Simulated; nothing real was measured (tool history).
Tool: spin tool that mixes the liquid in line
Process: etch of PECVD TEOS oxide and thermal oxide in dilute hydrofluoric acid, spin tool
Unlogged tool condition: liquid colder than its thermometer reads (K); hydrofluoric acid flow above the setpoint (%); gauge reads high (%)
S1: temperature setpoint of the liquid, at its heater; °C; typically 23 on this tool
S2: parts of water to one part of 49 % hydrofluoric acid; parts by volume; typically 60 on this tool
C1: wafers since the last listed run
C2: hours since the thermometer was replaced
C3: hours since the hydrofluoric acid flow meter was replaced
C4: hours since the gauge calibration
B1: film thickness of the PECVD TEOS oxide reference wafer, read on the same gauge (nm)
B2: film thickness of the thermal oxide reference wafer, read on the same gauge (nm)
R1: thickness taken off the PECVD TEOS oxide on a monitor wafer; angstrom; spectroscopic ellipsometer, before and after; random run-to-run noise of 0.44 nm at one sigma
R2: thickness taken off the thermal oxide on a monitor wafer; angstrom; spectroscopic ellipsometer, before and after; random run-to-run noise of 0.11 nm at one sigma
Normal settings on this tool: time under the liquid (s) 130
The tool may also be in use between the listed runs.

{"run": 1, "day": 0.0, "S1": 23, "S2": 60, "time under the liquid (s)": 130, "C1": 0, "C2": 1885.9, "C3": 1416.1, "C4": 400.3, "B1": 40, "B2": 80.01, "R1": 607.2, "R2": 122.5}
{"day": 2.246, "done": "gauge calibrated"}
{"run": 2, "day": 2.9, "S1": 23, "S2": 60, "time under the liquid (s)": 130, "C1": 387, "C2": 1955.5, "C3": 1485.7, "C4": 15.7, "B1": 40, "B2": 80.01, "R1": 610.7, "R2": 121.7}
{"run": 3, "day": 5.483, "S1": 23, "S2": 60, "time under the liquid (s)": 130, "C1": 345, "C2": 2017.5, "C3": 1547.7, "C4": 77.7, "B1": 40, "B2": 79.96, "R1": 624.6, "R2": 123.8}
{"run": 4, "day": 7.421, "S1": 19, "S2": 60, "time under the liquid (s)": 130, "C1": 259, "C2": 2064, "C3": 1594.2, "C4": 124.2, "B1": 39.99, "B2": 80, "R1": 523.6, "R2": 104.4}
{"run": 5, "day": 10.017, "S1": 19, "S2": 60, "time under the liquid (s)": 130, "C1": 347, "C2": 2126.3, "C3": 1656.5, "C4": 186.5, "B1": 40, "B2": 79.99, "R1": 519.2, "R2": 105.2}
{"day": 11.812, "done": "thermometer replaced"}
{"run": 6, "day": 12.429, "S1": 23, "S2": 60, "time under the liquid (s)": 80, "C1": 317, "C2": 14.8, "C3": 1714.4, "C4": 244.4, "B1": 40, "B2": 79.98, "R1": 383.8, "R2": 75.8}
{"run": 7, "day": 14.121, "S1": 23, "S2": 60, "time under the liquid (s)": 80, "C1": 226, "C2": 55.4, "C3": 1755, "C4": 285, "B1": 40, "B2": 79.99, "R1": 383.6, "R2": 77.6}
{"run": 8, "day": 15.871, "S1": 23, "S2": 60, "time under the liquid (s)": 80, "C1": 234, "C2": 97.4, "C3": 1797, "C4": 327, "B1": 39.99, "B2": 80.01, "R1": 384.5, "R2": 76.5}
{"run": 9, "day": 17.621, "S1": 23, "S2": 35, "time under the liquid (s)": 130, "C1": 234, "C2": 139.4, "C3": 1839, "C4": 369, "B1": 40.01, "B2": 79.98, "R1": 1093, "R2": 221}
{"day": 18.7, "done": "hydrofluoric acid flow meter replaced"}
{"run": 10, "day": 19.725, "S1": 19, "S2": 60, "time under the liquid (s)": 130, "C1": 275, "C2": 189.9, "C3": 24.6, "C4": 419.5, "B1": 40, "B2": 80.01, "R1": 472.9, "R2": 94}
{"run": 11, "day": 21.746, "S1": 23, "S2": 60, "time under the liquid (s)": 130, "C1": 270, "C2": 238.4, "C3": 73.1, "C4": 468, "B1": 39.99, "B2": 80.02, "R1": 563.7, "R2": 113.7}
{"day": 23.325, "done": "gauge calibrated"}
{"run": 12, "day": 23.762, "S1": 20.5, "S2": 60, "time under the liquid (s)": 130, "C1": 269, "C2": 286.8, "C3": 121.5, "C4": 10.5, "B1": 40, "B2": 80, "R1": 515.6, "R2": 102.6}
{"run": 13, "day": 26.675, "S1": 27.5, "S2": 40, "time under the liquid (s)": 190, "C1": 389, "C2": 356.7, "C3": 191.4, "C4": 80.4, "B1": 40.02, "B2": 79.97, "R1": 1558.7, "R2": 308.4}
{"run": 14, "day": 28.567, "S1": 18, "S2": 90, "time under the liquid (s)": 95, "C1": 253, "C2": 402.1, "C3": 236.8, "C4": 125.8, "B1": 39.99, "B2": 80.01, "R1": 217.6, "R2": 43.8}
{"run": 15, "day": 30.362, "S1": 23, "S2": 80, "time under the liquid (s)": 155, "C1": 240, "C2": 445.2, "C3": 279.9, "C4": 168.9, "B1": 40, "B2": 79.98, "R1": 503.8, "R2": 100.1}
{"run": 16, "day": 31.492, "S1": 23, "S2": 60, "time under the liquid (s)": 130, "C1": 151, "C2": 472.3, "C3": 307, "C4": 196, "B1": 40, "B2": 80.01, "R1": 569.6, "R2": 114.6}
{"run": 17, "day": 33.35, "S1": 18.5, "S2": 50, "time under the liquid (s)": 130, "C1": 248, "C2": 516.9, "C3": 351.6, "C4": 240.6, "B1": 40, "B2": 79.99, "R1": 579.9, "R2": 113.7}

Hidden state, per run?
liquid colder than its thermometer reads (K): 0 on each run
gauge reads high (%): 0 on each run
H1: hydrofluoric acid flow above the setpoint (%)
run=1 H1=8.67
run=2 H1=9.09
run=3 H1=9.46
run=4 H1=9.74
run=5 H1=10.1
run=6 H1=10.5
run=7 H1=10.7
run=8 H1=11
run=9 H1=11.2
run=10 H1=0.388
run=11 H1=0.681
run=12 H1=0.972
run=13 H1=1.39
run=14 H1=1.67
run=15 H1=1.93
run=16 H1=2.09
run=17 H1=2.36

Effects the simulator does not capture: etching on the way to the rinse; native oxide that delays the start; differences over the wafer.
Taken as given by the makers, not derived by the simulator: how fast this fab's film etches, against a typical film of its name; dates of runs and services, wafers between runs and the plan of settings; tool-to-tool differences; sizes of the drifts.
